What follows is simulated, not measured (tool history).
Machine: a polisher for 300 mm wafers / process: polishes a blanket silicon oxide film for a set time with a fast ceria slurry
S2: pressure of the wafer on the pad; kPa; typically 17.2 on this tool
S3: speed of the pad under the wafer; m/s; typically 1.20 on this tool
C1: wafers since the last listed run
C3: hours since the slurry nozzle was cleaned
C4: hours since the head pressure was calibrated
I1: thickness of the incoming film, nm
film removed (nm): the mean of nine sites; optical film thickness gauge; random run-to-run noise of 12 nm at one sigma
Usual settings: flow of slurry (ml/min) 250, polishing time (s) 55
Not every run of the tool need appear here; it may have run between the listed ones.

Run 1, hour 0.0: usual settings but S2 15.9 kPa; C1 0; wafers polished on this pad 425; C3 382.3; C4 123.7; I1 2696.0. Result: film removed (nm) 892.7.
Run 2, hour 58.9: usual settings but S2 15.9 kPa; C1 335; wafers polished on this pad 761; C3 441.2; C4 182.6; I1 2689.0. Result: film removed (nm) 839.5.
At hour 64.9: slurry nozzle cleaned.
Run 3, hour 130.8: usual settings; C1 403; wafers polished on this pad 1164; C3 65.9; C4 254.5; I1 2640.9. Result: film removed (nm) 966.8.
Run 4, hour 159.8: usual settings; C1 165; wafers polished on this pad 1329; C3 94.9; C4 283.5; I1 2679.7. Result: film removed (nm) 980.7.
Run 5, hour 200.1: usual settings; C1 229; wafers polished on this pad 1558; C3 135.2; C4 323.8; I1 2643.3. Result: film removed (nm) 964.2.
Run 6, hour 232.8: usual settings; C1 186; wafers polished on this pad 1744; C3 167.9; C4 356.5; I1 2654.7. Result: film removed (nm) 960.7.
At hour 304.1: worn pad replaced by a new one.
Run 7, hour 304.6: usual settings but S2 13.1 kPa; C1 385; wafers polished on this pad 2; C3 239.7; C4 428.3; I1 2646.4. Result: film removed (nm) 792.1.
Run 8, hour 372.5: usual settings but S2 13.1 kPa; C1 386; wafers polished on this pad 389; C3 307.6; C4 496.2; I1 2680.9. Result: film removed (nm) 763.8.
Run 9, hour 412.2: usual settings but S2 13.1 kPa; C1 225; wafers polished on this pad 615; C3 347.3; C4 535.9; I1 2668.1. Result: film removed (nm) 740.9.
Run 10, hour 447.0: usual settings but polishing time (s) 44; C1 198; wafers polished on this pad 813; C3 382.1; C4 570.7; I1 2652.3. Result: film removed (nm) 733.2.
At hour 450.1: slurry nozzle cleaned.
Run 11, hour 491.4: usual settings but polishing time (s) 44; C1 246; wafers polished on this pad 1060; C3 41.3; C4 615.1; I1 2686.6. Result: film removed (nm) 783.8.
Run 12, hour 516.2: usual settings but S3 1.30 m/s; C1 141; wafers polished on this pad 1201; C3 66.1; C4 639.9; I1 2688.5. Result: film removed (nm) 1034.9.
Run 13, hour 570.5: usual settings but S3 1.30 m/s; C1 308; wafers polished on this pad 1510; C3 120.4; C4 694.2; I1 2636.1. Result: film removed (nm) 1016.9.
Run 14, hour 621.9: usual settings; C1 292; wafers polished on this pad 1802; C3 171.8; C4 745.6; I1 2626.5. Result: film removed (nm) 931.2.
At hour 653.1: worn pad replaced by a new one.
Run 15, hour 676.7: usual settings; C1 289; wafers polished on this pad 134; C3 226.6; C4 800.4; I1 2627.5. Result: film removed (nm) 1011.7.
Run 16, hour 711.9: usual settings; C1 200; wafers polished on this pad 334; C3 261.8; C4 835.6; I1 2658.7. Result: film removed (nm) 1018.0.
Run 17, hour 764.6: usual settings but S3 1.56 m/s, polishing time (s) 37; C1 299; wafers polished on this pad 634; C3 314.5; C4 888.3; I1 2669.3. Result: film removed (nm) 814.9.
Run 18, hour 788.9: usual settings but flow of slurry (ml/min) 160; C1 138; wafers polished on this pad 772; C3 338.8; C4 912.6; I1 2683.0. Result: film removed (nm) 869.4.
At hour 850.4: slurry nozzle cleaned.
Run 19, hour 914.0: usual settings; C1 706; wafers polished on this pad 1478; C3 63.6; C4 1037.7; I1 2687.0. Result: film removed (nm) 951.4.
Run 20, hour 951.2: usual settings; C1 211; wafers polished on this pad 1690; C3 100.8; C4 1074.9; I1 2719.4. Result: film removed (nm) 954.2.
At hour 975.1: head pressure recalibrated.
At hour 1013.6: worn pad replaced by a new one.
Run 21, hour 1016.8: usual settings but S2 22.1 kPa; C1 339; wafers polished on this pad 17; C3 166.4; C4 41.7; I1 2680.4. Result: film removed (nm) 1294.9.
Run 22, hour 1075.5: usual settings but flow of slurry (ml/min) 295, S3 1.40 m/s, polishing time (s) 45; C1 333; wafers polished on this pad 351; C3 225.1; C4 100.4; I1 2664.7. Result: film removed (nm) 960.3.
Run 23, hour 1128.8: usual settings but S3 0.84 m/s; C1 303; wafers polished on this pad 655; C3 278.4; C4 153.7; I1 2636.2. Result: film removed (nm) 716.8.
Run 24, hour 1196.8: usual settings; C1 386; wafers polished on this pad 1042; C3 346.4; C4 221.7; I1 2687.6. Result: film removed (nm) 943.3.
At hour 1249.3: slurry nozzle cleaned.
Run 25, hour 1249.8: usual settings but flow of slurry (ml/min) 190, S2 11.7 kPa, S3 0.94 m/s, polishing time (s) 71; C1 295; wafers polished on this pad 1338; C3 0.5; C4 274.7; I1 2668.4. Result: film removed (nm) 692.1.
Run 26, hour 1323.7: usual settings but flow of slurry (ml/min) 305, S3 0.84 m/s; C1 420; wafers polished on this pad 1758; C3 74.4; C4 348.6; I1 2637.3. Result: film removed (nm) 721.1.
Run 27, hour 1371.1: usual settings but S2 20.7 kPa, S3 1.00 m/s; C1 269; wafers polished on this pad 2028; C3 121.8; C4 396.0; I1 2646.2. Result: film removed (nm) 942.1.
Run 28, hour 1400.5: usual settings but flow of slurry (ml/min) 210, S2 13.8 kPa, S3 0.80 m/s; C1 167; wafers polished on this pad 2195; C3 151.2; C4 425.4; I1 2663.8. Result: film removed (nm) 524.2.
At hour 1410.7: worn pad replaced by a new one.
Run 29, hour 1462.9: usual settings but flow of slurry (ml/min) 220, S2 12.4 kPa, S3 0.80 m/s, polishing time (s) 71; C1 332; wafers polished on this pad 297; C3 213.6; C4 487.8; I1 2639.1. Result: film removed (nm) 673.8.
Run 30, hour 1493.2: usual settings but S3 1.40 m/s; C1 172; wafers polished on this pad 469; C3 243.9; C4 518.1; I1 2630.1. Result: film removed (nm) 1139.5.
Run 31, hour 1517.8: usual settings; C1 139; wafers polished on this pad 609; C3 268.5; C4 542.7; I1 2628.7. Result: film removed (nm) 1003.7.
Run 32, hour 1555.0: usual settings but S2 13.1 kPa; C1 211; wafers polished on this pad 821; C3 305.7; C4 579.9; I1 2651.8. Result: film removed (nm) 758.2.
Run 33, hour 1618.5: usual settings but S2 18.6 kPa, S3 0.90 m/s, polishing time (s) 69; C1 361; wafers polished on this pad 1182; C3 369.2; C4 643.4; I1 2691.2. Result: film removed (nm) 975.4.
At hour 1642.7: slurry nozzle cleaned.
Run 34, hour 1686.1: usual settings but S2 20.7 kPa, S3 1.00 m/s; C1 378; wafers polished on this pad 1561; C3 43.4; C4 711.0; I1 2703.6. Result: film removed (nm) 988.7.
Run 35, hour 1711.2: usual settings but S2 22.1 kPa, S3 0.84 m/s, polishing time (s) 72; C1 142; wafers polished on this pad 1704; C3 68.5; C4 736.1; I1 2663.5. Result: film removed (nm) 1161.8.
Run 36, hour 1760.5: usual settings but flow of slurry (ml/min) 285, polishing time (s) 38; C1 280; wafers polished on this pad 1984; C3 117.8; C4 785.4; I1 2712.0. Result: film removed (nm) 656.4.

Each run again, without the hidden state but with its own random variation kept:
Unlogged tool condition in this case: removal rate lost through wear of the pad, %; slurry flow missing at the pad, %; deviation of the head's pressure from its setpoint, %.
run  film removed (nm)
  1              983.1
  2              986.9
  3             1039.7
  4             1066.0
  5             1065.0
  6             1076.1
  7              830.9
  8              833.3
  9              831.8
 10              848.8
 11              850.9
 12             1133.3
 13             1137.0
 14             1064.3
 15             1051.3
 16             1077.1
 17              889.6
 18              992.6
 19             1047.4
 20             1065.3
 21             1321.5
 22             1002.9
 23              772.6
 24             1063.9
 25              751.0
 26              801.6
 27             1067.4
 28              602.4
 29              700.0
 30             1198.5
 31             1069.5
 32              825.8
 33             1112.9
 34             1082.6
 35             1283.5
 36              738.4

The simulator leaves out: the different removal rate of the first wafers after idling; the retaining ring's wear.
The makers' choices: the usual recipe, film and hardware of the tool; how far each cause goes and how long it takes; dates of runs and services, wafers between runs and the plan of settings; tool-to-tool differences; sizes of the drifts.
